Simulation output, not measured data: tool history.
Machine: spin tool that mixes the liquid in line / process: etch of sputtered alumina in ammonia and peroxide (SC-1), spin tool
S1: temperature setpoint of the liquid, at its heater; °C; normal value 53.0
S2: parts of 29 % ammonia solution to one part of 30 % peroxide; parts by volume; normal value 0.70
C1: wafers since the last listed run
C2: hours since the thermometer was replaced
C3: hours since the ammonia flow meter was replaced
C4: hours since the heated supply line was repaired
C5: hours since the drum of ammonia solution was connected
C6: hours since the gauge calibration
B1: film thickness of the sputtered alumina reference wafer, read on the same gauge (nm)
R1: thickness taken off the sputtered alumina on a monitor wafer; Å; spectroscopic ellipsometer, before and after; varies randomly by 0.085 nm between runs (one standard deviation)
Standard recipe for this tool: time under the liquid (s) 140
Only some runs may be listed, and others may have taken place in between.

run 1 hour=0.0 | S1=53.0 S2=0.70 time_under_the_liquid_(s)=140 | C1=0 C2=384.0 C3=1675.5 C4=841.7 C5=990.6 C6=63.6 | B1=130.00 | R1=91.2
run 2 hour=29.0 | S1=53.0 S2=0.70 time_under_the_liquid_(s)=140 | C1=279 C2=413.0 C3=1704.5 C4=870.7 C5=1019.6 C6=92.6 | B1=130.03 | R1=90.2
run 3 hour=40.2 | S1=53.0 S2=0.95 time_under_the_liquid_(s)=140 | C1=107 C2=424.2 C3=1715.7 C4=881.9 C5=1030.8 C6=103.8 | B1=130.03 | R1=91.3
run 4 hour=47.9 | S1=53.0 S2=0.95 time_under_the_liquid_(s)=140 | C1=74 C2=431.9 C3=1723.4 C4=889.6 C5=1038.5 C6=111.5 | B1=130.01 | R1=90.9
run 5 hour=62.3 | S1=53.0 S2=0.95 time_under_the_liquid_(s)=140 | C1=138 C2=446.3 C3=1737.8 C4=904.0 C5=1052.9 C6=125.9 | B1=129.96 | R1=90.2
run 6 hour=72.4 | S1=53.0 S2=0.70 time_under_the_liquid_(s)=140 | C1=97 C2=456.4 C3=1747.9 C4=914.1 C5=1063.0 C6=136.0 | B1=130.00 | R1=87.5
run 7 hour=101.2 | S1=53.0 S2=0.70 time_under_the_liquid_(s)=140 | C1=277 C2=485.2 C3=1776.7 C4=942.9 C5=1091.8 C6=164.8 | B1=130.00 | R1=86.1
run 8 hour=109.5 | S1=53.0 S2=0.70 time_under_the_liquid_(s)=140 | C1=79 C2=493.5 C3=1785.0 C4=951.2 C5=1100.1 C6=173.1 | B1=130.01 | R1=86.1
-- hour=112.7 thermometer replaced
run 9 hour=115.5 | S1=53.0 S2=0.70 time_under_the_liquid_(s)=140 | C1=48 C2=2.8 C3=1791.0 C4=957.2 C5=1106.1 C6=179.1 | B1=130.02 | R1=97.0
-- hour=117.1 new drum of ammonia solution connected
run 10 hour=126.0 | S1=53.0 S2=0.70 time_under_the_liquid_(s)=140 | C1=91 C2=13.3 C3=1801.5 C4=967.7 C5=8.9 C6=189.6 | B1=130.01 | R1=95.4
run 11 hour=143.5 | S1=43.0 S2=0.55 time_under_the_liquid_(s)=60 | C1=168 C2=30.8 C3=1819.0 C4=985.2 C5=26.4 C6=207.1 | B1=130.01 | R1=22.5
-- hour=148.5 heated supply line repaired
run 12 hour=154.3 | S1=58.0 S2=1.05 time_under_the_liquid_(s)=85 | C1=94 C2=41.6 C3=1829.8 C4=5.8 C5=37.2 C6=217.9 | B1=130.01 | R1=97.0
run 13 hour=163.5 | S1=53.0 S2=0.70 time_under_the_liquid_(s)=220 | C1=88 C2=50.8 C3=1839.0 C4=15.0 C5=46.4 C6=227.1 | B1=129.96 | R1=184.5
-- hour=169.6 gauge calibrated
-- hour=170.8 ammonia flow meter replaced
run 14 hour=172.5 | S1=53.0 S2=0.70 time_under_the_liquid_(s)=205 | C1=77 C2=59.8 C3=1.7 C4=24.0 C5=55.4 C6=2.9 | B1=130.00 | R1=169.8
run 15 hour=180.7 | S1=53.0 S2=0.70 time_under_the_liquid_(s)=175 | C1=78 C2=68.0 C3=9.9 C4=32.2 C5=63.6 C6=11.1 | B1=130.00 | R1=145.1
run 16 hour=195.9 | S1=53.0 S2=0.85 time_under_the_liquid_(s)=215 | C1=146 C2=83.2 C3=25.1 C4=47.4 C5=78.8 C6=26.3 | B1=129.98 | R1=178.3
run 17 hour=211.1 | S1=53.0 S2=1.00 time_under_the_liquid_(s)=140 | C1=146 C2=98.4 C3=40.3 C4=62.6 C5=94.0 C6=41.5 | B1=129.99 | R1=118.5
run 18 hour=218.1 | S1=53.0 S2=0.70 time_under_the_liquid_(s)=55 | C1=67 C2=105.4 C3=47.3 C4=69.6 C5=101.0 C6=48.5 | B1=130.02 | R1=44.7
run 19 hour=235.6 | S1=53.0 S2=0.60 time_under_the_liquid_(s)=140 | C1=168 C2=122.9 C3=64.8 C4=87.1 C5=118.5 C6=66.0 | B1=129.96 | R1=109.6
run 20 hour=242.9 | S1=53.0 S2=0.70 time_under_the_liquid_(s)=140 | C1=70 C2=130.2 C3=72.1 C4=94.4 C5=125.8 C6=73.3 | B1=129.99 | R1=112.9
run 21 hour=253.5 | S1=53.0 S2=0.70 time_under_the_liquid_(s)=140 | C1=102 C2=140.8 C3=82.7 C4=105.0 C5=136.4 C6=83.9 | B1=129.99 | R1=111.7

Entry by entry between the runs, the difference in hidden state between the last listed run before and the first listed run after:
Between runs 8 and 9: thermometer replaced (hour 112.7)
  liquid colder than its thermometer reads (K): 2.3 -> 0.265; temperature lost on the way to the wafer (K): 4.28 -> 4.31
  the result without the hidden state subtracted from the measured one, R1: -37.6 -> -27.6 Å
Between runs 9 and 10: new drum of ammonia solution connected (hour 117.1)
  liquid colder than its thermometer reads (K): 0.265 -> 0.313; temperature lost on the way to the wafer (K): 4.31 -> 4.35
  the result without the hidden state subtracted from the measured one, R1: -27.6 -> -27.7 Å
Between runs 11 and 12: heated supply line repaired (hour 148.5)
  liquid colder than its thermometer reads (K): 0.393 -> 0.443; temperature lost on the way to the wafer (K): 4.43 -> 0.586
  the result without the hidden state subtracted from the measured one, R1: -7.4 -> -5.4 Å
Between runs 13 and 14: gauge calibrated (hour 169.6); ammonia flow meter replaced (hour 170.8)
  liquid colder than its thermometer reads (K): 0.485 -> 0.526; temperature lost on the way to the wafer (K): 0.627 -> 0.667
  the result without the hidden state subtracted from the measured one, R1: -11.4 -> -11.3 Å
